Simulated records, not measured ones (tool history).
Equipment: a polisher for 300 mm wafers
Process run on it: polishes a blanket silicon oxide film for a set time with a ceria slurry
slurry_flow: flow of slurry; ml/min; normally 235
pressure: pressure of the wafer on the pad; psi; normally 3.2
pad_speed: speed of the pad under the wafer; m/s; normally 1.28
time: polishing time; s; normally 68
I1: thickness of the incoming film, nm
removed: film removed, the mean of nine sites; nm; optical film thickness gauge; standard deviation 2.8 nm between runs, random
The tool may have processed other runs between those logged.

run 1 hour=0 | slurry_flow=235 pressure=3.2 pad_speed=1.28 time=68 | I1=1151.1 | removed=403.1
-- hour=23.2 worn pad replaced by a new one
run 2 hour=50.3 | slurry_flow=235 pressure=2.3 pad_speed=1.28 time=68 | I1=1134.6 | removed=318.8
run 3 hour=81.6 | slurry_flow=235 pressure=3.2 pad_speed=1.28 time=68 | I1=1145.3 | removed=432.5
run 4 hour=111.4 | slurry_flow=235 pressure=3.2 pad_speed=1.28 time=68 | I1=1144.8 | removed=431.9
-- hour=119.4 slurry nozzle cleaned
run 5 hour=168 | slurry_flow=235 pressure=2.4 pad_speed=1.28 time=68 | I1=1141.3 | removed=325.4
run 6 hour=196.8 | slurry_flow=235 pressure=3.2 pad_speed=1.28 time=68 | I1=1121.9 | removed=428.8
-- hour=227.1 head pressure recalibrated
run 7 hour=261.3 | slurry_flow=235 pressure=3.2 pad_speed=1.28 time=68 | I1=1146.1 | removed=418.2
run 8 hour=328.8 | slurry_flow=235 pressure=3.2 pad_speed=1.28 time=68 | I1=1139.5 | removed=418.8
run 9 hour=389.4 | slurry_flow=235 pressure=3.2 pad_speed=1.28 time=68 | I1=1133.8 | removed=413.1
run 10 hour=458 | slurry_flow=235 pressure=3.2 pad_speed=1.28 time=68 | I1=1115.4 | removed=414.7
run 11 hour=572.9 | slurry_flow=235 pressure=3.2 pad_speed=1.28 time=68 | I1=1126.3 | removed=406.3
-- hour=587.3 worn pad replaced by a new one
-- hour=589.1 slurry nozzle cleaned
run 12 hour=631.2 | slurry_flow=235 pressure=3.2 pad_speed=1.28 time=68 | I1=1129.9 | removed=435.7
run 13 hour=662.2 | slurry_flow=235 pressure=3.2 pad_speed=1.28 time=68 | I1=1136.9 | removed=428.8
run 14 hour=860.2 | slurry_flow=235 pressure=3.2 pad_speed=1.28 time=68 | I1=1127.1 | removed=422
run 15 hour=897.7 | slurry_flow=235 pressure=3.2 pad_speed=1.52 time=68 | I1=1126.4 | removed=493.5
run 16 hour=942.7 | slurry_flow=235 pressure=2.5 pad_speed=1.02 time=86 | I1=1124.1 | removed=330.9
run 17 hour=983.3 | slurry_flow=235 pressure=3.2 pad_speed=1.28 time=68 | I1=1119.2 | removed=410
run 18 hour=1027.5 | slurry_flow=235 pressure=3.2 pad_speed=1.28 time=68 | I1=1122 | removed=405.8
run 19 hour=1056.7 | slurry_flow=235 pressure=4.2 pad_speed=1.58 time=47 | I1=1131.5 | removed=450
-- hour=1107.3 slurry nozzle cleaned
-- hour=1141.1 worn pad replaced by a new one
run 20 hour=1166.3 | slurry_flow=175 pressure=4 pad_speed=1.28 time=62 | I1=1133.4 | removed=477.4
-- hour=1169.9 head pressure recalibrated
run 21 hour=1215 | slurry_flow=280 pressure=3.2 pad_speed=1.28 time=68 | I1=1131.4 | removed=436.2
run 22 hour=1242.4 | slurry_flow=270 pressure=3.2 pad_speed=1 time=92 | I1=1118.4 | removed=458.3
run 23 hour=1271 | slurry_flow=235 pressure=3.2 pad_speed=1.28 time=68 | I1=1136.5 | removed=419.4
run 24 hour=1310.6 | slurry_flow=275 pressure=3.2 pad_speed=1.28 time=68 | I1=1143.8 | removed=433.6
run 25 hour=1380.8 | slurry_flow=160 pressure=3.6 pad_speed=1.14 time=89 | I1=1125.7 | removed=522.2
run 26 hour=1444 | slurry_flow=235 pressure=3.2 pad_speed=1.28 time=68 | I1=1125.9 | removed=415.8
run 27 hour=1512.4 | slurry_flow=235 pressure=3.2 pad_speed=1.28 time=48 | I1=1107.7 | removed=290.9
run 28 hour=1570.1 | slurry_flow=155 pressure=2.3 pad_speed=1.28 time=55 | I1=1113 | removed=231.9
-- hour=1608.8 worn pad replaced by a new one
run 29 hour=1610.5 | slurry_flow=165 pressure=3.2 pad_speed=1.08 time=78 | I1=1143.6 | removed=402.9
run 30 hour=1647.5 | slurry_flow=235 pressure=3.2 pad_speed=1.28 time=61 | I1=1128.5 | removed=385.4
-- hour=1700 slurry nozzle cleaned
run 31 hour=1702.9 | slurry_flow=235 pressure=3.2 pad_speed=1.16 time=68 | I1=1130 | removed=385.4
run 32 hour=1750.3 | slurry_flow=235 pressure=2.6 pad_speed=1.06 time=68 | I1=1145.6 | removed=291.5
run 33 hour=1797 | slurry_flow=235 pressure=2.7 pad_speed=1.62 time=68 | I1=1119.6 | removed=453.3
run 34 hour=1867.7 | slurry_flow=235 pressure=2.9 pad_speed=1.28 time=68 | I1=1142.4 | removed=381.3
run 35 hour=1910.9 | slurry_flow=235 pressure=4.2 pad_speed=1.28 time=68 | I1=1146.9 | removed=542.7
run 36 hour=1958.2 | slurry_flow=215 pressure=3.2 pad_speed=1.28 time=68 | I1=1139.5 | removed=411.3
run 37 hour=2019.9 | slurry_flow=275 pressure=3.9 pad_speed=1.28 time=68 | I1=1106.4 | removed=503.1

Measured less the same run without the tool's hidden state. The same run-to-run variation is in both; the gauge's scatter may not be:
The hidden state here: removal rate lost through wear of the pad, %; slurry flow missing at the pad, %; deviation of the head's pressure from its setpoint, %.
run=1 removed=-32
run=2 removed=-1.4
run=3 removed=-3.8
run=4 removed=-5.4
run=5 removed=-6.6
run=6 removed=-10.3
run=7 removed=-13.8
run=8 removed=-17.8
run=9 removed=-21.1
run=10 removed=-25.3
run=11 removed=-31.7
run=12 removed=-3.5
run=13 removed=-5.2
run=14 removed=-16.5
run=15 removed=-22
run=16 removed=-16.8
run=17 removed=-23.3
run=18 removed=-25.7
run=19 removed=-30.5
run=20 removed=-4.5
run=21 removed=-6.9
run=22 removed=-9
run=23 removed=-9.8
run=24 removed=-12.6
run=25 removed=-20.2
run=26 removed=-19.8
run=27 removed=-16.7
run=28 removed=-15.3
run=29 removed=-2.2
run=30 removed=-4
run=31 removed=-6.9
run=32 removed=-7.1
run=33 removed=-14
run=34 removed=-15.5
run=35 removed=-25.4
run=36 removed=-22
run=37 removed=-31.4
